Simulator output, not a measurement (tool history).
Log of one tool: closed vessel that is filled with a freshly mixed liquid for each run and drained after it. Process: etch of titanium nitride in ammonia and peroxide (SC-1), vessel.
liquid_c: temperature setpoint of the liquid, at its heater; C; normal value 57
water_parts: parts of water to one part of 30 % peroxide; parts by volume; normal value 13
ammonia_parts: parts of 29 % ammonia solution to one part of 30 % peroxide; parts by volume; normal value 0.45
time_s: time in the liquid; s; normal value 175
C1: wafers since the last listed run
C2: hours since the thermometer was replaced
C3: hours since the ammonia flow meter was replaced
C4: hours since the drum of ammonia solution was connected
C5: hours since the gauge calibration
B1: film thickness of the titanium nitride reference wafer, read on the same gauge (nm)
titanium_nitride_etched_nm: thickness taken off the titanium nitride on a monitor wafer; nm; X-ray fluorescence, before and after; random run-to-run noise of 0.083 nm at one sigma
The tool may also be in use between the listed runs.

run 1 hour=0 | liquid_c=57 water_parts=13 ammonia_parts=0.45 time_s=255 | C1=0 C2=55.9 C3=818.4 C4=83.1 C5=1230.6 | B1=80.01 | titanium_nitride_etched_nm=22.52
run 2 hour=24.4 | liquid_c=57 water_parts=13 ammonia_parts=0.45 time_s=255 | C1=1569 C2=80.3 C3=842.8 C4=107.5 C5=1255 | B1=79.98 | titanium_nitride_etched_nm=22.47
run 3 hour=54.2 | liquid_c=57 water_parts=13 ammonia_parts=0.45 time_s=255 | C1=1916 C2=110.1 C3=872.6 C4=137.3 C5=1284.8 | B1=80 | titanium_nitride_etched_nm=22.59
-- hour=114.1 gauge calibrated
run 4 hour=151.9 | liquid_c=57 water_parts=7 ammonia_parts=0.45 time_s=235 | C1=6282 C2=207.8 C3=970.3 C4=235 C5=37.8 | B1=80.02 | titanium_nitride_etched_nm=28.97
run 5 hour=177.6 | liquid_c=66 water_parts=13 ammonia_parts=0.45 time_s=175 | C1=1652 C2=233.5 C3=996 C4=260.7 C5=63.5 | B1=80 | titanium_nitride_etched_nm=28.11
run 6 hour=209.6 | liquid_c=57 water_parts=13 ammonia_parts=0.45 time_s=150 | C1=2057 C2=265.5 C3=1028 C4=292.7 C5=95.5 | B1=80 | titanium_nitride_etched_nm=13.49
run 7 hour=238.6 | liquid_c=54 water_parts=13 ammonia_parts=0.45 time_s=240 | C1=1864 C2=294.5 C3=1057 C4=321.7 C5=124.5 | B1=80.01 | titanium_nitride_etched_nm=17.64
-- hour=249.7 new drum of ammonia solution connected
run 8 hour=261.5 | liquid_c=57 water_parts=7.5 ammonia_parts=0.45 time_s=175 | C1=1408 C2=317.4 C3=1079.9 C4=11.8 C5=147.4 | B1=80 | titanium_nitride_etched_nm=20.86
run 9 hour=283.5 | liquid_c=57 water_parts=13 ammonia_parts=0.45 time_s=175 | C1=1414 C2=339.4 C3=1101.9 C4=33.8 C5=169.4 | B1=80 | titanium_nitride_etched_nm=15.73
run 10 hour=301.2 | liquid_c=57 water_parts=13 ammonia_parts=0.55 time_s=275 | C1=1138 C2=357.1 C3=1119.6 C4=51.5 C5=187.1 | B1=79.98 | titanium_nitride_etched_nm=25.67
run 11 hour=317.6 | liquid_c=66 water_parts=10 ammonia_parts=0.45 time_s=175 | C1=1054 C2=373.5 C3=1136 C4=67.9 C5=203.5 | B1=80 | titanium_nitride_etched_nm=32.81
run 12 hour=350.2 | liquid_c=57 water_parts=9 ammonia_parts=0.6 time_s=210 | C1=2096 C2=406.1 C3=1168.6 C4=100.5 C5=236.1 | B1=80 | titanium_nitride_etched_nm=24.29
run 13 hour=376.3 | liquid_c=57 water_parts=13 ammonia_parts=0.45 time_s=135 | C1=1678 C2=432.2 C3=1194.7 C4=126.6 C5=262.2 | B1=80.01 | titanium_nitride_etched_nm=12.2
-- hour=398.9 ammonia flow meter replaced
-- hour=406.7 thermometer replaced
run 14 hour=412.1 | liquid_c=66 water_parts=13 ammonia_parts=0.45 time_s=245 | C1=2173 C2=5.4 C3=13.2 C4=162.4 C5=298 | B1=79.99 | titanium_nitride_etched_nm=38.93
run 15 hour=427.7 | liquid_c=52 water_parts=8.5 ammonia_parts=0.65 time_s=95 | C1=1003 C2=21 C3=28.8 C4=178 C5=313.6 | B1=80.01 | titanium_nitride_etched_nm=7.89
run 16 hour=446.7 | liquid_c=65 water_parts=10 ammonia_parts=0.6 time_s=85 | C1=1221 C2=40 C3=47.8 C4=197 C5=332.6 | B1=80 | titanium_nitride_etched_nm=15.29
run 17 hour=476.7 | liquid_c=54 water_parts=7 ammonia_parts=0.35 time_s=120 | C1=1929 C2=70 C3=77.8 C4=227 C5=362.6 | B1=80.01 | titanium_nitride_etched_nm=11.42
run 18 hour=494.5 | liquid_c=57 water_parts=13 ammonia_parts=0.45 time_s=175 | C1=1144 C2=87.8 C3=95.6 C4=244.8 C5=380.4 | B1=80.02 | titanium_nitride_etched_nm=15.53
run 19 hour=526.1 | liquid_c=57 water_parts=13 ammonia_parts=0.45 time_s=175 | C1=2031 C2=119.4 C3=127.2 C4=276.4 C5=412 | B1=80 | titanium_nitride_etched_nm=15.49
run 20 hour=545 | liquid_c=66 water_parts=17 ammonia_parts=0.45 time_s=125 | C1=1215 C2=138.3 C3=146.1 C4=295.3 C5=430.9 | B1=80 | titanium_nitride_etched_nm=17.13
-- hour=559.7 new drum of ammonia solution connected
run 21 hour=566 | liquid_c=57 water_parts=7 ammonia_parts=0.35 time_s=110 | C1=1286 C2=159.3 C3=167.1 C4=6.3 C5=451.9 | B1=79.99 | titanium_nitride_etched_nm=12.88
run 22 hour=580.7 | liquid_c=57 water_parts=13 ammonia_parts=0.6 time_s=125 | C1=945 C2=174 C3=181.8 C4=21 C5=466.6 | B1=80.02 | titanium_nitride_etched_nm=11.75
run 23 hour=615.5 | liquid_c=64 water_parts=16 ammonia_parts=0.55 time_s=175 | C1=2237 C2=208.8 C3=216.6 C4=55.8 C5=501.4 | B1=80 | titanium_nitride_etched_nm=22.9
run 24 hour=633 | liquid_c=57 water_parts=13 ammonia_parts=0.3 time_s=265 | C1=1125 C2=226.3 C3=234.1 C4=73.3 C5=518.9 | B1=80.01 | titanium_nitride_etched_nm=22.04
run 25 hour=651.7 | liquid_c=52.5 water_parts=10.5 ammonia_parts=0.5 time_s=130 | C1=1202 C2=245 C3=252.8 C4=92 C5=537.6 | B1=80.01 | titanium_nitride_etched_nm=9.87
run 26 hour=685.7 | liquid_c=57 water_parts=13 ammonia_parts=0.45 time_s=175 | C1=2186 C2=279 C3=286.8 C4=126 C5=571.6 | B1=80.02 | titanium_nitride_etched_nm=15.55
run 27 hour=707.3 | liquid_c=57 water_parts=13 ammonia_parts=0.45 time_s=175 | C1=1388 C2=300.6 C3=308.4 C4=147.6 C5=593.2 | B1=79.99 | titanium_nitride_etched_nm=15.72
run 28 hour=727.9 | liquid_c=57 water_parts=13 ammonia_parts=0.45 time_s=175 | C1=1324 C2=321.2 C3=329 C4=168.2 C5=613.8 | B1=79.99 | titanium_nitride_etched_nm=15.71

What if the next run were any one of these 3? Each begins from the tool's condition after run 28:
run A hour=728.6 | liquid_c=57 water_parts=13 ammonia_parts=0.45 time_s=175 | C1=45 C2=321.9 C3=329.7 C4=168.9 C5=614.5 | B1=? | titanium_nitride_etched_nm=?
run B hour=728.6 | liquid_c=57 water_parts=13 ammonia_parts=0.45 time_s=145 | C1=45 C2=321.9 C3=329.7 C4=168.9 C5=614.5 | B1=? | titanium_nitride_etched_nm=?
run C hour=728.6 | liquid_c=57 water_parts=8.5 ammonia_parts=0.55 time_s=250 | C1=45 C2=321.9 C3=329.7 C4=168.9 C5=614.5 | B1=? | titanium_nitride_etched_nm=?

run=A B1=80 titanium_nitride_etched_nm=15.72
run=B B1=80 titanium_nitride_etched_nm=13.03
run=C B1=80 titanium_nitride_etched_nm=29.07
With the hidden condition removed and each run's random variation left untouched, the same runs would have given:
run=A titanium_nitride_etched_nm=15.39
run=B titanium_nitride_etched_nm=12.75
run=C titanium_nitride_etched_nm=28.45
